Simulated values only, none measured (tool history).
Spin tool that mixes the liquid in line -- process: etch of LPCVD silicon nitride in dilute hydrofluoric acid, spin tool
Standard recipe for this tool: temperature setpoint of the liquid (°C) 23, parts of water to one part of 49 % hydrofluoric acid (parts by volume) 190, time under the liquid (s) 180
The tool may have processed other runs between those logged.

run	hour	temperature setpoint of the liquid (°C)	parts of water to one part of 49 % hydrofluoric acid (parts by volume)	time under the liquid (s)	wafers since the last listed run	hours since the thermometer was replaced	hours since the hydrofluoric acid flow meter was replaced	hours since the gauge calibration	read-back film thickness of the LPCVD silicon nitride reference wafer, read on the same gauge (nm)	thickness taken off the LPCVD silicon nitride on a monitor wafer (Å)
1	0	23	190	180	0	1820.9	1843.5	87.7	129.994	5.51
2	7.3	23	190	180	47	1828.2	1850.8	95	130.054	5.5
3	14.9	23	190	180	49	1835.8	1858.4	102.6	129.963	5.37
4	22.5	23	190	180	49	1843.4	1866	110.2	129.958	5.73
5	30.9	23	190	180	54	1851.8	1874.4	118.6	130.006	5.23
6	46.5	23	190	180	101	1867.4	1890	134.2	129.991	5.17
7	62.4	23	190	180	103	1883.3	1905.9	150.1	129.952	5.45
# hour 71.8: hydrofluoric acid flow meter replaced
# hour 73.4: gauge calibrated
8	78.9	23	190	180	100	1899.8	7.1	5.5	129.976	5.28
9	87.3	23	190	180	54	1908.2	15.5	13.9	130.022	5.2
10	103.9	23	255	210	108	1924.8	32.1	30.5	129.951	4.6
11	116.3	23	190	180	80	1937.2	44.5	42.9	130.035	5.23
12	136.6	20	190	180	132	1957.5	64.8	63.2	130.021	4.03
# hour 150.2: thermometer replaced
13	154.5	23	190	180	110	4.3	82.7	81.1	130.002	5.16
14	160.6	26.5	190	110	39	10.4	88.8	87.2	129.982	3.99
15	177.4	23	190	180	109	27.2	105.6	104	130.039	4.84
16	186.7	27	265	255	60	36.5	114.9	113.3	129.941	7.15
17	196.5	23	190	270	63	46.3	124.7	123.1	130.012	7.74
18	212	27.5	190	140	100	61.8	140.2	138.6	129.993	5.84

How the hidden state differs across the entries between the runs, from the last listed run before each to the first after it:
In the gap between runs 7 and 8: hydrofluoric acid flow meter replaced (hour 71.8); gauge calibrated (hour 73.4)
  no difference in the tool's unlogged condition between these two runs
In the gap between runs 12 and 13: thermometer replaced (hour 150.2)
  no difference in the tool's unlogged condition between these two runs
